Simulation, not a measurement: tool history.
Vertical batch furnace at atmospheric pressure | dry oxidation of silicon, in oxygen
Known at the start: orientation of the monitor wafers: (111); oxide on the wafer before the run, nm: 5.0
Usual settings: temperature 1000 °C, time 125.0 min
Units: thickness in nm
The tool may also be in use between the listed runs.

run	day	temperature	time	read-back reference wafer on the same gauge, thickness	thickness
1	0.000	1000	125.0	104.01	104.09
2	2.388	1000	125.0	104.00	104.18
3	3.942	1000	125.0	104.05	103.95
4	6.492	1000	173.0	104.01	127.78
# day 8.008: gauge calibrated
5	8.971	1000	173.0	104.12	127.18
6	11.583	1000	173.0	103.94	126.51
7	13.692	1000	125.0	104.02	103.39
8	14.721	1000	125.0	104.01	103.71
9	16.375	1000	125.0	104.01	102.96
10	17.738	1000	125.0	104.01	104.04
11	19.725	1000	125.0	104.02	103.47
12	21.117	1000	125.0	104.01	103.12
13	22.538	1000	125.0	104.00	103.74
14	24.800	1000	125.0	104.13	103.58
15	26.908	1000	125.0	104.01	103.10
# day 28.296: thermocouples replaced and temperature profile calibrated
16	29.446	1000	125.0	103.95	102.72
17	31.196	1000	96.0	103.96	86.82
18	33.417	1000	125.0	104.04	102.97
19	35.429	1000	125.0	103.97	101.92
20	36.896	990	105.5	104.07	85.78
21	39.646	1008	172.5	104.01	132.77
22	42.583	990	105.5	103.95	86.16
23	44.704	980	125.0	103.93	88.41
24	46.146	991	167.0	103.99	115.91
25	47.396	1000	125.0	104.04	102.23
26	49.662	1015	152.5	103.89	128.32
27	50.946	1000	125.0	103.95	102.74
28	53.842	1000	125.0	104.00	101.72
29	56.062	1000	125.0	104.01	101.47
30	57.188	1000	125.0	103.99	101.73
# day 59.550: gauge calibrated
# day 62.688: boat lift adjusted
31	64.038	1023	81.5	104.04	94.32
32	65.621	993	63.0	104.04	64.53
33	66.962	1000	125.0	104.05	104.70
34	69.229	976	125.0	104.01	88.90
35	70.800	1000	125.0	104.00	104.52
36	73.683	977	185.0	104.03	114.49
37	76.579	1009	86.5	103.95	87.88
38	79.454	1012	150.5	104.02	127.22

The tool's hidden state at each run:
true tube temperature minus thermocouple reading, K: 0 in every run
gauge reads high (%): 0 in every run
H1: monitor wafer colder than the profiled boat position, K
run	H1
1	1.59
2	1.73
3	1.82
4	1.96
5	2.1
6	2.25
7	2.37
8	2.43
9	2.52
10	2.6
11	2.72
12	2.79
13	2.88
14	3
15	3.12
16	3.27
17	3.37
18	3.5
19	3.61
20	3.69
21	3.85
22	4.02
23	4.14
24	4.22
25	4.29
26	4.42
27	4.49
28	4.66
29	4.79
30	4.85
31	0.171
32	0.262
33	0.338
34	0.467
35	0.557
36	0.721
37	0.886
38	1.05
